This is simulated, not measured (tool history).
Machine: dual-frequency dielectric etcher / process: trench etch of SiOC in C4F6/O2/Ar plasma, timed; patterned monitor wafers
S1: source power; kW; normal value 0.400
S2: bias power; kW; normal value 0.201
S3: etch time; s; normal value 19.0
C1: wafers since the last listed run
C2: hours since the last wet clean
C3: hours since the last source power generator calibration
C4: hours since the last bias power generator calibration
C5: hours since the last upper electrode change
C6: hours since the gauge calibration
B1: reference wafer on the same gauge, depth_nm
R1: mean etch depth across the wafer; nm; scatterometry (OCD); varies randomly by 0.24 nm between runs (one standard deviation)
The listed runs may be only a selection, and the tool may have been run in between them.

run 1 hour=0.0 | S1=0.400 S2=0.201 S3=16.0 | C1=0 C2=114.9 C3=2895.0 C4=880.0 C5=3275.9 C6=326.0 | B1=36.82 | R1=33.67
run 2 hour=47.1 | S1=0.400 S2=0.201 S3=19.0 | C1=538 C2=162.0 C3=2942.1 C4=927.1 C5=3323.0 C6=373.1 | B1=36.77 | R1=40.07
run 3 hour=91.8 | S1=0.400 S2=0.201 S3=19.0 | C1=511 C2=206.7 C3=2986.8 C4=971.8 C5=3367.7 C6=417.8 | B1=36.81 | R1=40.02
run 4 hour=146.1 | S1=0.480 S2=0.201 S3=19.0 | C1=620 C2=261.0 C3=3041.1 C4=1026.1 C5=3422.0 C6=472.1 | B1=36.77 | R1=41.81
run 5 hour=195.5 | S1=0.480 S2=0.201 S3=19.0 | C1=564 C2=310.4 C3=3090.5 C4=1075.5 C5=3471.4 C6=521.5 | B1=36.81 | R1=42.30
run 6 hour=374.5 | S1=0.480 S2=0.201 S3=19.0 | C1=2047 C2=489.4 C3=3269.5 C4=1254.5 C5=3650.4 C6=700.5 | B1=36.75 | R1=41.98
run 7 hour=429.1 | S1=0.400 S2=0.201 S3=19.0 | C1=624 C2=544.0 C3=3324.1 C4=1309.1 C5=3705.0 C6=755.1 | B1=36.82 | R1=40.34
run 8 hour=476.0 | S1=0.400 S2=0.201 S3=19.0 | C1=536 C2=590.9 C3=3371.0 C4=1356.0 C5=3751.9 C6=802.0 | B1=36.82 | R1=40.01
-- hour=504.7 wet clean of the chamber
run 9 hour=517.9 | S1=0.400 S2=0.201 S3=19.0 | C1=204 C2=13.2 C3=3412.9 C4=1397.9 C5=3793.8 C6=843.9 | B1=36.79 | R1=40.54
run 10 hour=586.9 | S1=0.400 S2=0.201 S3=19.0 | C1=789 C2=82.2 C3=3481.9 C4=1466.9 C5=3862.8 C6=912.9 | B1=36.80 | R1=40.01
run 11 hour=639.1 | S1=0.400 S2=0.201 S3=19.0 | C1=596 C2=134.4 C3=3534.1 C4=1519.1 C5=3915.0 C6=965.1 | B1=36.78 | R1=40.77
run 12 hour=664.5 | S1=0.400 S2=0.201 S3=19.0 | C1=290 C2=159.8 C3=3559.5 C4=1544.5 C5=3940.4 C6=990.5 | B1=36.74 | R1=40.21
run 13 hour=701.6 | S1=0.400 S2=0.201 S3=19.0 | C1=424 C2=196.9 C3=3596.6 C4=1581.6 C5=3977.5 C6=1027.6 | B1=36.83 | R1=39.91
run 14 hour=754.6 | S1=0.400 S2=0.201 S3=15.0 | C1=606 C2=249.9 C3=3649.6 C4=1634.6 C5=4030.5 C6=1080.6 | B1=36.85 | R1=31.96
-- hour=776.3 bias power generator calibrated
run 15 hour=823.0 | S1=0.400 S2=0.201 S3=15.0 | C1=736 C2=318.3 C3=3718.0 C4=46.7 C5=4098.9 C6=1149.0 | B1=36.75 | R1=31.73
run 16 hour=878.6 | S1=0.400 S2=0.172 S3=17.0 | C1=635 C2=373.9 C3=3773.6 C4=102.3 C5=4154.5 C6=1204.6 | B1=36.80 | R1=34.42
run 17 hour=928.6 | S1=0.400 S2=0.161 S3=16.5 | C1=571 C2=423.9 C3=3823.6 C4=152.3 C5=4204.5 C6=1254.6 | B1=36.80 | R1=32.63
-- hour=979.2 upper electrode replaced
run 18 hour=1000.2 | S1=0.440 S2=0.179 S3=21.5 | C1=544 C2=495.5 C3=3895.2 C4=223.9 C5=21.0 C6=1326.2 | B1=36.85 | R1=44.95
run 19 hour=1045.4 | S1=0.400 S2=0.172 S3=21.0 | C1=516 C2=540.7 C3=3940.4 C4=269.1 C5=66.2 C6=1371.4 | B1=36.78 | R1=42.17
-- hour=1121.0 wet clean of the chamber
run 20 hour=1121.5 | S1=0.400 S2=0.243 S3=19.0 | C1=595 C2=0.5 C3=4016.5 C4=345.2 C5=142.3 C6=1447.5 | B1=36.82 | R1=42.71
run 21 hour=1168.9 | S1=0.430 S2=0.201 S3=19.0 | C1=542 C2=47.9 C3=4063.9 C4=392.6 C5=189.7 C6=1494.9 | B1=36.79 | R1=41.18
-- hour=1196.6 source power generator calibrated
-- hour=1205.7 gauge calibrated
run 22 hour=1228.3 | S1=0.400 S2=0.184 S3=23.5 | C1=633 C2=107.3 C3=31.7 C4=452.0 C5=249.1 C6=22.6 | B1=36.81 | R1=48.15
run 23 hour=1266.0 | S1=0.400 S2=0.201 S3=16.5 | C1=431 C2=145.0 C3=69.4 C4=489.7 C5=286.8 C6=60.3 | B1=36.85 | R1=34.87
run 24 hour=1291.7 | S1=0.440 S2=0.179 S3=21.5 | C1=293 C2=170.7 C3=95.1 C4=515.4 C5=312.5 C6=86.0 | B1=36.83 | R1=44.86
run 25 hour=1340.7 | S1=0.440 S2=0.228 S3=16.0 | C1=560 C2=219.7 C3=144.1 C4=564.4 C5=361.5 C6=135.0 | B1=36.83 | R1=36.59
run 26 hour=1406.8 | S1=0.400 S2=0.201 S3=19.0 | C1=755 C2=285.8 C3=210.2 C4=630.5 C5=427.6 C6=201.1 | B1=36.80 | R1=39.64
run 27 hour=1474.6 | S1=0.310 S2=0.172 S3=14.0 | C1=775 C2=353.6 C3=278.0 C4=698.3 C5=495.4 C6=268.9 | B1=36.76 | R1=26.12
run 28 hour=1523.2 | S1=0.400 S2=0.201 S3=19.0 | C1=555 C2=402.2 C3=326.6 C4=746.9 C5=544.0 C6=317.5 | B1=36.77 | R1=40.18
run 29 hour=1574.0 | S1=0.340 S2=0.226 S3=24.5 | C1=580 C2=453.0 C3=377.4 C4=797.7 C5=594.8 C6=368.3 | B1=36.78 | R1=51.87

Give the tool's hidden conditions for every run:
etch rate over this chamber's usual, %: 0 in every run
source power that arrives over what is set, %: 0 in every run
bias power that arrives over what is set, %: 0 in every run
gauge reads high (%): 0 in every run

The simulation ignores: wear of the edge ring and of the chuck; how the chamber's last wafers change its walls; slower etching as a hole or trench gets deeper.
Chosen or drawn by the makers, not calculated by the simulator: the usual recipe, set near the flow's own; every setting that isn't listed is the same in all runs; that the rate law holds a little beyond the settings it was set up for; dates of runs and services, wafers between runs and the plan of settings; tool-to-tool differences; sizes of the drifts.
